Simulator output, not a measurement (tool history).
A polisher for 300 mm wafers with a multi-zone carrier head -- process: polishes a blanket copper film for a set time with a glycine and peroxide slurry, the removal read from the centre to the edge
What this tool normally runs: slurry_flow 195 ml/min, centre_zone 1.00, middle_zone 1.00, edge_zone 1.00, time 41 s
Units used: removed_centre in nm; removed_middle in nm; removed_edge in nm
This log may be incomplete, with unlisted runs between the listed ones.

run   hour  slurry_flow  centre_zone  middle_zone  edge_zone  time  incoming thickness of the incoming film, nm  removed_centre  removed_middle  removed_edge
  1    0.0          195         1.00         1.00       1.00    41                                       1313.6           187.9           190.6         189.3
      13.0  -- edge zone pressure recalibrated
      32.2  -- worn pad replaced by a new one
  2   67.2          195         1.00         1.00       1.00    41                                       1324.3           184.2           190.5         185.7
  3  111.8          195         1.00         1.00       1.00    41                                       1331.4           185.0           190.5         184.1
  4  152.8          195         1.00         1.00       1.00    41                                       1338.0           186.1           190.9         184.1
     179.3  -- worn pad replaced by a new one
  5  202.9          195         1.00         1.00       1.00    41                                       1303.0           185.6           188.5         185.9
     225.3  -- carrier head's membrane replaced by a new one
  6  236.0          195         1.00         1.00       1.00    41                                       1324.6           185.5           189.6         181.4
  7  295.9          195         1.00         1.00       1.00    41                                       1329.4           184.5           190.3         187.8
     317.3  -- worn pad replaced by a new one
     334.4  -- slurry nozzle cleaned
  8  365.6          195         1.00         1.00       1.00    41                                       1338.3           185.3           191.3         180.8
  9  397.4          195         1.00         1.00       0.91    41                                       1306.2           185.7           189.1         182.2
     434.2  -- centre zone pressure recalibrated
 10  442.2          195         1.00         1.00       1.03    30                                       1323.5           136.0           136.8         135.5
     457.8  -- worn pad replaced by a new one
     489.0  -- edge zone pressure recalibrated
 11  512.0          160         1.00         1.00       1.04    41                                       1315.8           182.3           188.7         185.6
 12  550.8          195         0.94         1.11       1.00    41                                       1313.5           174.0           198.5         181.1
     600.6  -- worn pad replaced by a new one
 13  622.0          195         1.00         1.00       1.09    34                                       1305.0           153.8           157.7         161.7
 14  668.3          130         1.00         1.00       1.00    41                                       1300.1           175.6           180.7         178.4

Here are 4 independent what-if runs from the current tool condition. What would each one return?
  A  668.7          195         1.00         1.00       1.00    41                                       1299.7               ?               ?             ?
  B  668.7          135         0.90         1.00       1.10    35                                       1299.7               ?               ?             ?
  C  668.7          195         1.00         0.96       1.00    41                                       1299.7               ?               ?             ?
  D  668.7          215         1.07         1.00       1.00    41                                       1299.7               ?               ?             ?

run  removed_centre  removed_middle  removed_edge
  A           182.3           186.7         189.5
  B           134.8           154.2         163.8
  C           182.3           183.2         189.6
  D           197.1           188.2         190.7
What these runs would have given with no unlogged condition in the tool:
run  removed_centre  removed_middle  removed_edge
  A           182.3           186.7         189.5
  B           134.8           154.2         163.8
  C           182.3           183.2         189.6
  D           197.1           188.2         190.7
